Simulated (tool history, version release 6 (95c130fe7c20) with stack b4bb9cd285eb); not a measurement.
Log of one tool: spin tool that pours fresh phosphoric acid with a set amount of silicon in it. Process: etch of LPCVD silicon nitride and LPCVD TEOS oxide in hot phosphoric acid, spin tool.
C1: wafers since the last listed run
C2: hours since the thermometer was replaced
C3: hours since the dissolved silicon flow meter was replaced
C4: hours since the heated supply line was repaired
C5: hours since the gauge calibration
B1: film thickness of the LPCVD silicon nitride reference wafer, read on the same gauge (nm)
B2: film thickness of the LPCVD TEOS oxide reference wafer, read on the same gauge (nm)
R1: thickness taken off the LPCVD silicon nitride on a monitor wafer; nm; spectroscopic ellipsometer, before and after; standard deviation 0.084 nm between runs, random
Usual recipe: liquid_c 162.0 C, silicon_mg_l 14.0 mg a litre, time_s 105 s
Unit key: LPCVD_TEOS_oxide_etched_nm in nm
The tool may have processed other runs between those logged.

Run 1, hour 0.0: usual settings; C1 0; C2 2494.2; C3 342.7; C4 1456.6; C5 709.1; B1 140.01; B2 90.000. Result: R1 8.67 nm, LPCVD_TEOS_oxide_etched_nm 0.375 nm.
Run 2, hour 70.7: usual settings; C1 499; C2 2564.9; C3 413.4; C4 1527.3; C5 779.8; B1 140.00; B2 90.023. Result: R1 8.71 nm, LPCVD_TEOS_oxide_etched_nm 0.408 nm.
Run 3, hour 95.9: usual settings; C1 178; C2 2590.1; C3 438.6; C4 1552.5; C5 805.0; B1 140.05; B2 89.995. Result: R1 8.63 nm, LPCVD_TEOS_oxide_etched_nm 0.388 nm.
Run 4, hour 163.7: usual settings but silicon_mg_l 10.5 mg a litre; C1 478; C2 2657.9; C3 506.4; C4 1620.3; C5 872.8; B1 139.95; B2 90.024. Result: R1 8.83 nm, LPCVD_TEOS_oxide_etched_nm 0.424 nm.
At hour 193.9: thermometer replaced.
Run 5, hour 195.9: usual settings but liquid_c 163.5 C, silicon_mg_l 18.0 mg a litre, time_s 45 s; C1 220; C2 2.0; C3 538.6; C4 1652.5; C5 905.0; B1 139.99; B2 90.034. Result: R1 3.97 nm, LPCVD_TEOS_oxide_etched_nm 0.176 nm.
Run 6, hour 222.0: usual settings but time_s 50 s; C1 184; C2 28.1; C3 564.7; C4 1678.6; C5 931.1; B1 140.05; B2 90.031. Result: R1 4.17 nm, LPCVD_TEOS_oxide_etched_nm 0.199 nm.
Run 7, hour 311.8: usual settings but liquid_c 159.0 C, silicon_mg_l 23.5 mg a litre, time_s 150 s; C1 634; C2 117.9; C3 654.5; C4 1768.4; C5 1020.9; B1 140.04; B2 89.959. Result: R1 11.44 nm, LPCVD_TEOS_oxide_etched_nm 0.373 nm.
At hour 374.3: gauge calibrated.
Run 8, hour 377.2: usual settings but liquid_c 163.5 C, time_s 50 s; C1 462; C2 183.3; C3 719.9; C4 1833.8; C5 2.9; B1 140.04; B2 89.956. Result: R1 4.45 nm, LPCVD_TEOS_oxide_etched_nm 0.218 nm.
Run 9, hour 410.2: usual settings; C1 233; C2 216.3; C3 752.9; C4 1866.8; C5 35.9; B1 139.99; B2 90.014. Result: R1 8.81 nm, LPCVD_TEOS_oxide_etched_nm 0.421 nm.
Run 10, hour 454.9: usual settings but liquid_c 163.5 C, time_s 130 s; C1 315; C2 261.0; C3 797.6; C4 1911.5; C5 80.6; B1 139.98; B2 89.972. Result: R1 11.19 nm, LPCVD_TEOS_oxide_etched_nm 0.587 nm.
At hour 547.0: dissolved silicon flow meter replaced.
Run 11, hour 616.8: usual settings; C1 1136; C2 422.9; C3 69.8; C4 2073.4; C5 242.5; B1 139.96; B2 90.039. Result: R1 8.78 nm, LPCVD_TEOS_oxide_etched_nm 0.429 nm.
Run 12, hour 709.8: usual settings; C1 657; C2 515.9; C3 162.8; C4 2166.4; C5 335.5; B1 139.96; B2 90.024. Result: R1 8.77 nm, LPCVD_TEOS_oxide_etched_nm 0.436 nm.
At hour 733.9: heated supply line repaired.
Run 13, hour 772.8: usual settings but liquid_c 164.0 C, silicon_mg_l 7.0 mg a litre; C1 438; C2 578.9; C3 225.8; C4 38.9; C5 398.5; B1 139.97; B2 90.001. Result: R1 9.27 nm, LPCVD_TEOS_oxide_etched_nm 0.564 nm.
Run 14, hour 815.5: usual settings but liquid_c 164.0 C; C1 301; C2 621.6; C3 268.5; C4 81.6; C5 441.2; B1 140.00; B2 90.007. Result: R1 9.36 nm, LPCVD_TEOS_oxide_etched_nm 0.492 nm.
Run 15, hour 869.5: usual settings but silicon_mg_l 20.5 mg a litre, time_s 145 s; C1 381; C2 675.6; C3 322.5; C4 135.6; C5 495.2; B1 139.95; B2 90.002. Result: R1 12.08 nm, LPCVD_TEOS_oxide_etched_nm 0.513 nm.
Run 16, hour 935.0: usual settings but liquid_c 163.5 C, silicon_mg_l 20.5 mg a litre, time_s 85 s; C1 462; C2 741.1; C3 388.0; C4 201.1; C5 560.7; B1 140.00; B2 90.006. Result: R1 7.36 nm, LPCVD_TEOS_oxide_etched_nm 0.288 nm.
Run 17, hour 996.6: usual settings but liquid_c 164.0 C; C1 435; C2 802.7; C3 449.6; C4 262.7; C5 622.3; B1 140.02; B2 89.998. Result: R1 9.46 nm, LPCVD_TEOS_oxide_etched_nm 0.484 nm.
Run 18, hour 1035.3: usual settings; C1 273; C2 841.4; C3 488.3; C4 301.4; C5 661.0; B1 139.98; B2 90.007. Result: R1 8.73 nm, LPCVD_TEOS_oxide_etched_nm 0.408 nm.
Run 19, hour 1086.2: usual settings; C1 359; C2 892.3; C3 539.2; C4 352.3; C5 711.9; B1 139.97; B2 90.008. Result: R1 8.80 nm, LPCVD_TEOS_oxide_etched_nm 0.426 nm.
Run 20, hour 1243.1: usual settings but silicon_mg_l 17.5 mg a litre, time_s 170 s; C1 1108; C2 1049.2; C3 696.1; C4 509.2; C5 868.8; B1 140.07; B2 90.022. Result: R1 14.23 nm, LPCVD_TEOS_oxide_etched_nm 0.584 nm.
At hour 1270.4: dissolved silicon flow meter replaced.
Run 21, hour 1281.3: usual settings but silicon_mg_l 18.5 mg a litre; C1 262; C2 1087.4; C3 10.9; C4 547.4; C5 907.0; B1 140.00; B2 90.048. Result: R1 8.71 nm, LPCVD_TEOS_oxide_etched_nm 0.377 nm.
Run 22, hour 1331.2: usual settings but liquid_c 165.0 C, silicon_mg_l 5.0 mg a litre, time_s 125 s; C1 352; C2 1137.3; C3 60.8; C4 597.3; C5 956.9; B1 140.05; B2 90.009. Result: R1 11.40 nm, LPCVD_TEOS_oxide_etched_nm 0.682 nm.

4 ways to go on from here, each from the tool as it stands after run 22. What would each give?
Run A, hour 1331.6: usual settings but liquid_c 164.5 C; C1 2; C2 1137.7; C3 61.2; C4 597.7; C5 957.3; B1 ?; B2 ?. Result: R1 ?, LPCVD_TEOS_oxide_etched_nm ?.
Run B, hour 1331.6: usual settings but silicon_mg_l 21.0 mg a litre; C1 2; C2 1137.7; C3 61.2; C4 597.7; C5 957.3; B1 ?; B2 ?. Result: R1 ?, LPCVD_TEOS_oxide_etched_nm ?.
Run C, hour 1331.6: usual settings but time_s 145 s; C1 2; C2 1137.7; C3 61.2; C4 597.7; C5 957.3; B1 ?; B2 ?. Result: R1 ?, LPCVD_TEOS_oxide_etched_nm ?.
Run D, hour 1331.6: usual settings but silicon_mg_l 23.5 mg a litre, time_s 145 s; C1 2; C2 1137.7; C3 61.2; C4 597.7; C5 957.3; B1 ?; B2 ?. Result: R1 ?, LPCVD_TEOS_oxide_etched_nm ?.

run      B1      B2     R1  LPCVD_TEOS_oxide_etched_nm
  A  139.94  89.986   9.39                       0.512
  B  139.94  89.986   8.65                       0.354
  C  139.94  89.986  11.94                       0.589
  D  139.94  89.986  11.94                       0.453
Take away the tool's hidden state, keep each run's random variation, and the runs would have read:
run     R1  LPCVD_TEOS_oxide_etched_nm
  A   9.39                       0.512
  B   8.65                       0.354
  C  11.94                       0.589
  D  11.94                       0.453
